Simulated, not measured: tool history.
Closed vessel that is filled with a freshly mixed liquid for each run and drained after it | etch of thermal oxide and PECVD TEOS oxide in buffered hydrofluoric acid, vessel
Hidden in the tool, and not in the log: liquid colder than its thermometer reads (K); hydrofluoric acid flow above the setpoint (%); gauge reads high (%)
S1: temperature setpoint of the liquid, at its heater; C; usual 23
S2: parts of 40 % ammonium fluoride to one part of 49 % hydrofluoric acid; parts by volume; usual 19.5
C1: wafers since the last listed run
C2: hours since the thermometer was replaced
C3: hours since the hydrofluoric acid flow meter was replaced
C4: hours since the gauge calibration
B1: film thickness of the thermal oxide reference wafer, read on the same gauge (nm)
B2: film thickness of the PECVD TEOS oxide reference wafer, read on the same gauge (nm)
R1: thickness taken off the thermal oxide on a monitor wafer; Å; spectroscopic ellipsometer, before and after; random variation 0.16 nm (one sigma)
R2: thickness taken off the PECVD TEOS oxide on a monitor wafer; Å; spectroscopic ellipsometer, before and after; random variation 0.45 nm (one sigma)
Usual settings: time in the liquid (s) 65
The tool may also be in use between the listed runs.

{"run": 1, "hour": 0.0, "S1": 23, "S2": 19.5, "time in the liquid (s)": 65, "C1": 0, "C2": 1379.1, "C3": 229.1, "C4": 161.6, "B1": 29.86, "B2": 129.48, "R1": 332.3, "R2": 927.3}
{"run": 2, "hour": 26.5, "S1": 27, "S2": 19.5, "time in the liquid (s)": 90, "C1": 3825, "C2": 1405.6, "C3": 255.6, "C4": 188.1, "B1": 29.88, "B2": 129.4, "R1": 575.7, "R2": 1602.9}
{"run": 3, "hour": 51.0, "S1": 27, "S2": 19.5, "time in the liquid (s)": 90, "C1": 3537, "C2": 1430.1, "C3": 280.1, "C4": 212.6, "B1": 29.84, "B2": 129.25, "R1": 577.1, "R2": 1578.4}
{"run": 4, "hour": 63.7, "S1": 23, "S2": 19.5, "time in the liquid (s)": 45, "C1": 1833, "C2": 1442.8, "C3": 292.8, "C4": 225.3, "B1": 29.84, "B2": 129.27, "R1": 228.8, "R2": 638.5}
{"run": 5, "hour": 80.5, "S1": 23, "S2": 19.5, "time in the liquid (s)": 45, "C1": 2425, "C2": 1459.6, "C3": 309.6, "C4": 242.1, "B1": 29.81, "B2": 129.14, "R1": 230.5, "R2": 637.6}
{"run": 6, "hour": 144.8, "S1": 20.5, "S2": 24.5, "time in the liquid (s)": 65, "C1": 9283, "C2": 1523.9, "C3": 373.9, "C4": 306.4, "B1": 29.69, "B2": 128.75, "R1": 245.7, "R2": 675.4}
{"run": 7, "hour": 179.5, "S1": 20.5, "S2": 24.5, "time in the liquid (s)": 65, "C1": 5009, "C2": 1558.6, "C3": 408.6, "C4": 341.1, "B1": 29.63, "B2": 128.47, "R1": 243.8, "R2": 675.7}
{"run": 8, "hour": 209.1, "S1": 23, "S2": 19.5, "time in the liquid (s)": 65, "C1": 4273, "C2": 1588.2, "C3": 438.2, "C4": 370.7, "B1": 29.58, "B2": 128.3, "R1": 331.3, "R2": 918.5}
{"run": 9, "hour": 242.2, "S1": 23, "S2": 19.5, "time in the liquid (s)": 65, "C1": 4778, "C2": 1621.3, "C3": 471.3, "C4": 403.8, "B1": 29.51, "B2": 127.92, "R1": 330.1, "R2": 917.8}
{"hour": 261.0, "done": "gauge calibrated"}
{"run": 10, "hour": 310.5, "S1": 23, "S2": 19.5, "time in the liquid (s)": 65, "C1": 9860, "C2": 1689.6, "C3": 539.6, "C4": 49.5, "B1": 30, "B2": 130.05, "R1": 337, "R2": 923.4}
{"run": 11, "hour": 334.9, "S1": 23, "S2": 19.5, "time in the liquid (s)": 65, "C1": 3522, "C2": 1714, "C3": 564, "C4": 73.9, "B1": 30.01, "B2": 129.98, "R1": 338.2, "R2": 931.2}
{"run": 12, "hour": 355.3, "S1": 23, "S2": 19.5, "time in the liquid (s)": 65, "C1": 2945, "C2": 1734.4, "C3": 584.4, "C4": 94.3, "B1": 29.98, "B2": 129.96, "R1": 335.6, "R2": 932.5}
{"run": 13, "hour": 371.6, "S1": 24.5, "S2": 24.5, "time in the liquid (s)": 65, "C1": 2353, "C2": 1750.7, "C3": 600.7, "C4": 110.6, "B1": 29.97, "B2": 129.91, "R1": 307.6, "R2": 848.5}
{"run": 14, "hour": 390.7, "S1": 23, "S2": 17, "time in the liquid (s)": 65, "C1": 2757, "C2": 1769.8, "C3": 619.8, "C4": 129.7, "B1": 29.97, "B2": 129.89, "R1": 384.2, "R2": 1064.1}
{"hour": 399.0, "done": "thermometer replaced"}
{"run": 15, "hour": 410.3, "S1": 26.5, "S2": 27, "time in the liquid (s)": 35, "C1": 2685, "C2": 11.3, "C3": 639.4, "C4": 149.3, "B1": 29.96, "B2": 129.82, "R1": 172.4, "R2": 482.5}
{"run": 16, "hour": 445.2, "S1": 23, "S2": 17, "time in the liquid (s)": 65, "C1": 5038, "C2": 46.2, "C3": 674.3, "C4": 184.2, "B1": 29.95, "B2": 129.66, "R1": 384.4, "R2": 1060.4}
{"hour": 474.6, "done": "hydrofluoric acid flow meter replaced"}
{"run": 17, "hour": 475.1, "S1": 25, "S2": 19.5, "time in the liquid (s)": 65, "C1": 4172, "C2": 76.1, "C3": 0.5, "C4": 214.1, "B1": 29.86, "B2": 129.55, "R1": 375.5, "R2": 1040.4}
{"run": 18, "hour": 494.0, "S1": 23, "S2": 13, "time in the liquid (s)": 65, "C1": 2728, "C2": 95, "C3": 19.4, "C4": 233, "B1": 29.85, "B2": 129.45, "R1": 499, "R2": 1381.6}
{"run": 19, "hour": 517.0, "S1": 23, "S2": 19.5, "time in the liquid (s)": 65, "C1": 3320, "C2": 118, "C3": 42.4, "C4": 256, "B1": 29.87, "B2": 129.32, "R1": 335, "R2": 922.3}
{"run": 20, "hour": 543.3, "S1": 28, "S2": 24, "time in the liquid (s)": 40, "C1": 3797, "C2": 144.3, "C3": 68.7, "C4": 282.3, "B1": 29.8, "B2": 129.19, "R1": 232.3, "R2": 640.6}
{"run": 21, "hour": 564.4, "S1": 23, "S2": 19.5, "time in the liquid (s)": 65, "C1": 3046, "C2": 165.4, "C3": 89.8, "C4": 303.4, "B1": 29.78, "B2": 129.02, "R1": 333.6, "R2": 921.5}
{"run": 22, "hour": 589.9, "S1": 23, "S2": 19.5, "time in the liquid (s)": 65, "C1": 3681, "C2": 190.9, "C3": 115.3, "C4": 328.9, "B1": 29.7, "B2": 128.84, "R1": 334.3, "R2": 922.6}
{"run": 23, "hour": 604.0, "S1": 27.5, "S2": 19.5, "time in the liquid (s)": 65, "C1": 2035, "C2": 205, "C3": 129.4, "C4": 343, "B1": 29.72, "B2": 128.72, "R1": 426.9, "R2": 1164.6}
{"run": 24, "hour": 633.4, "S1": 26.5, "S2": 13, "time in the liquid (s)": 50, "C1": 4244, "C2": 234.4, "C3": 158.8, "C4": 372.4, "B1": 29.69, "B2": 128.52, "R1": 461.1, "R2": 1272.5}

5 ways to go on from here, each from the tool as it stands after run 24. What would each give?
{"run": "A", "hour": 634.1, "S1": 23, "S2": 19.5, "time in the liquid (s)": 65, "C1": 101, "C2": 235.1, "C3": 159.5, "C4": 373.1, "B1": "?", "B2": "?", "R1": "?", "R2": "?"}
{"run": "B", "hour": 634.1, "S1": 23, "S2": 25, "time in the liquid (s)": 55, "C1": 101, "C2": 235.1, "C3": 159.5, "C4": 373.1, "B1": "?", "B2": "?", "R1": "?", "R2": "?"}
{"run": "C", "hour": 634.1, "S1": 19.5, "S2": 12.5, "time in the liquid (s)": 45, "C1": 101, "C2": 235.1, "C3": 159.5, "C4": 373.1, "B1": "?", "B2": "?", "R1": "?", "R2": "?"}
{"run": "D", "hour": 634.1, "S1": 18.5, "S2": 19.5, "time in the liquid (s)": 65, "C1": 101, "C2": 235.1, "C3": 159.5, "C4": 373.1, "B1": "?", "B2": "?", "R1": "?", "R2": "?"}
{"run": "E", "hour": 634.1, "S1": 24.5, "S2": 15.5, "time in the liquid (s)": 95, "C1": 101, "C2": 235.1, "C3": 159.5, "C4": 373.1, "B1": "?", "B2": "?", "R1": "?", "R2": "?"}

run=A B1=29.64 B2=128.46 R1=332.5 R2=911.4
run=B B1=29.64 B2=128.46 R1=235.3 R2=645
run=C B1=29.64 B2=128.46 R1=293.4 R2=804.4
run=D B1=29.64 B2=128.46 R1=258.6 R2=708.8
run=E B1=29.64 B2=128.46 R1=661.4 R2=1813.2
Without the tool's hidden state the same runs would have given:
run=A R1=336.4 R2=922.1
run=B R1=238.1 R2=652.6
run=C R1=296.9 R2=813.8
run=D R1=261.6 R2=717.1
run=E R1=669.2 R2=1834.4

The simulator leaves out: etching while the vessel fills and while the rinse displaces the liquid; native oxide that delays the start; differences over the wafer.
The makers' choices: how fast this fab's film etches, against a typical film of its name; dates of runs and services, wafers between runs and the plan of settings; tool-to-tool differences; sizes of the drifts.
